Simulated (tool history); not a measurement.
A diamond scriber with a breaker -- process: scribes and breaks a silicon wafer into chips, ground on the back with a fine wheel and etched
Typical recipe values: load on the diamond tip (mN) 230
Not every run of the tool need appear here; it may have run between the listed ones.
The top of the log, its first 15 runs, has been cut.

run,hour,load on the diamond tip (mN),"incoming depth of the damage left on the back of the incoming wafer, um",depth of the median crack under the scribed line (nm),chips rejected at inspection after the break (%)
# hour 1424.7: load on the tip recalibrated
# hour 1435: diamond tip replaced by a new one
16,1457.7,167,0.67,9160,13.77
17,1528.4,259,0.39,11900,2.18
18,1584.3,192,0.33,9660,8.03
19,1666.5,253,0.36,11320,1.06
20,1734.7,189,0.68,9270,11.94
21,1795.1,186,0.4,9320,13.24
22,1898.7,230,0.77,10520,2.18
# hour 1956.2: diamond tip replaced by a new one
23,1984,210,0.72,10080,4.49
24,2045,254,0.5,11360,0.95
25,2121.6,230,0.79,10640,2.49
26,2180.3,273,0.76,11810,1.43
27,2243.4,230,0.55,10350,3.05
28,2329.6,296,0.6,12250,3.58
29,2376,230,0.63,10370,3.08
30,2440.3,286,0.59,11730,1.88

Below are 3 alternative next runs, each starting from the tool's condition after run 30. Predict each:
A,2441,230,0.43,?,?
B,2441,164,0.43,?,?
C,2441,181,0.43,?,?

run,depth of the median crack under the scribed line (nm),chips rejected at inspection after the break (%)
A,10410,3.96
B,8380,31.25
C,8920,21.17
Take away the tool's hidden state, keep each run's random variation, and the runs would have read:
run,depth of the median crack under the scribed line (nm),chips rejected at inspection after the break (%)
A,11350,1.16
B,9130,17.84
C,9720,9.91
